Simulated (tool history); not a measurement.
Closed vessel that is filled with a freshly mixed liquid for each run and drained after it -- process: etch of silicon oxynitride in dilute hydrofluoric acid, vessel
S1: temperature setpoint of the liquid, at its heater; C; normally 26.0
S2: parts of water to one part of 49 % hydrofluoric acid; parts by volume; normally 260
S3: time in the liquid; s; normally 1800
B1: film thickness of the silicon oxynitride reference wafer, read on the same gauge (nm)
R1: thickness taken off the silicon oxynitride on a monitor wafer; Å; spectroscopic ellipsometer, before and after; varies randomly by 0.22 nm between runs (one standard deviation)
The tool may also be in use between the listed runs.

run,day,S1,S2,S3,B1,R1
1,0.000,26.0,260,1800,29.98,387.5
2,2.829,26.0,260,1800,29.95,389.9
3,4.775,26.0,260,2470,29.99,538.1
4,6.175,26.0,260,2470,30.02,544.1
5,7.683,26.0,260,2470,29.98,540.4
6,10.500,26.0,260,1175,30.02,259.7
7,13.200,26.0,260,1175,29.97,260.0
8,14.900,26.0,260,1175,30.01,261.7
9,16.775,26.0,260,1800,30.04,404.9
# day 19.558: hydrofluoric acid flow meter replaced
10,19.625,26.0,260,1800,29.99,365.7
# day 20.704: thermometer replaced
# day 21.862: gauge calibrated
11,25.229,26.0,260,1800,29.98,356.1
12,27.883,26.0,260,2785,30.03,564.6
13,29.125,26.0,175,1800,30.03,575.6
14,30.154,26.0,260,1800,29.98,363.7
15,32.067,26.0,145,2740,30.01,1092.0
16,34.588,24.5,390,1800,29.99,211.9
17,37.092,24.5,360,1800,30.00,231.5
18,39.267,22.0,330,1405,30.01,184.8
19,41.133,26.0,260,1800,29.96,374.6
20,42.788,31.0,130,2405,29.99,1384.7
21,43.933,26.0,260,1800,29.98,373.2
22,44.979,26.0,260,1800,30.05,370.1

What if the next run were any one of these 4? Each begins from the tool's condition after run 22:
A,45.029,26.0,260,2850,?,?
B,45.029,26.0,260,750,?,?
C,45.029,26.0,375,1800,?,?
D,45.029,31.0,320,2180,?,?

run,B1,R1
A,30.01,594.4
B,30.01,156.4
C,30.01,240.3
D,30.01,432.1
The same runs, with their run-to-run variation unchanged, on a tool lacking any hidden condition would have given:
run,R1
A,554.1
B,145.8
C,223.6
D,402.2
